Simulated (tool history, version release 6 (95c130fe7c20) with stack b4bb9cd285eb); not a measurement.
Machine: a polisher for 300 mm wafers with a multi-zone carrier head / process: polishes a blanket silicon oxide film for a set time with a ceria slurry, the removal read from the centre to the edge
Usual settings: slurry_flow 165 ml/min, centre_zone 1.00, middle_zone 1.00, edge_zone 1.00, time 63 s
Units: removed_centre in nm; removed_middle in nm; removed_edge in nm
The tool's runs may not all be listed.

run,day,slurry_flow,centre_zone,middle_zone,edge_zone,time,wafers since the last listed run,wafers polished on this pad,hours since the slurry nozzle was cleaned,hours since the centre zone pressure was calibrated,hours since the edge zone pressure was calibrated,hours since the carrier head's membrane was replaced,"incoming thickness of the incoming film, nm",removed_centre,removed_middle,removed_edge
1,0.000,165,1.00,1.00,1.00,63,0,3898,689.7,608.9,417.8,1470.6,1602.5,318.8,307.9,317.6
# day 0.125: slurry nozzle cleaned
# day 3.508: worn pad replaced by a new one
2,6.321,165,1.00,1.00,1.00,63,1836,845,148.7,760.6,569.5,1622.3,1585.3,339.4,329.9,333.1
# day 9.538: centre zone pressure recalibrated
3,10.204,165,1.00,1.00,1.00,63,1141,1986,241.9,16.0,662.7,1715.5,1554.9,328.4,322.4,330.0
4,11.283,165,1.03,1.00,1.00,73,324,2311,267.8,41.9,688.6,1741.4,1596.4,384.3,364.8,377.8
5,13.388,165,1.00,1.00,1.05,44,632,2943,318.3,92.4,739.1,1791.9,1561.2,231.4,219.8,230.9
# day 14.608: carrier head's membrane replaced by a new one
6,15.617,195,1.00,1.08,1.11,63,607,3550,371.8,145.9,792.6,24.2,1577.5,331.4,357.8,350.6
7,17.346,195,1.00,1.08,1.00,63,519,4070,413.3,187.4,834.1,65.7,1567.5,337.4,351.2,331.0
8,19.233,165,1.00,1.00,1.00,63,567,4637,458.6,232.7,879.4,111.0,1576.5,313.9,316.3,324.0
# day 22.775: worn pad replaced by a new one
9,27.379,165,1.00,1.08,1.00,63,2397,1383,654.1,428.2,1074.9,306.5,1602.5,312.3,325.5,319.1
# day 32.054: slurry nozzle cleaned
10,33.112,135,1.00,1.00,1.04,50,1710,3093,25.4,565.8,1212.5,444.1,1593.5,259.2,249.6,259.9
# day 33.508: edge zone pressure recalibrated
11,35.688,165,1.10,1.00,1.00,63,748,3842,87.2,627.6,52.3,505.9,1588.4,375.2,332.0,329.3
12,38.162,165,1.06,1.00,1.05,47,743,4585,146.6,687.0,111.7,565.3,1558.9,272.7,243.5,252.4
# day 40.488: worn pad replaced by a new one
13,40.896,165,1.00,1.00,1.00,63,771,123,212.2,752.6,177.3,630.9,1604.0,339.4,326.7,327.9
14,44.417,220,1.00,1.00,0.88,79,1057,1181,296.7,837.1,261.8,715.4,1604.5,456.9,422.8,397.3
# day 44.888: centre zone pressure recalibrated
15,47.192,165,1.00,1.00,1.00,63,808,1989,363.3,55.3,328.4,782.0,1603.6,324.6,319.3,324.1
16,49.542,150,1.05,1.00,0.91,72,706,2696,419.7,111.7,384.8,838.4,1587.1,378.6,353.5,347.2
17,52.212,215,1.00,1.00,1.00,63,802,3498,483.8,175.8,448.9,902.5,1592.8,338.0,335.2,335.9

Predict the results of run 18:
# day 58.121: worn pad replaced by a new one
18,59.196,195,1.00,1.08,1.00,63,2048,323,651.4,343.4,616.5,1070.1,1598.2,?,?,?

removed_centre: 331.7 nm
removed_middle: 348.8 nm
removed_edge: 329.4 nm
Without the tool's hidden state the same run would have given removed_centre 348.8 nm, removed_middle 366.0 nm, removed_edge 341.1 nm.
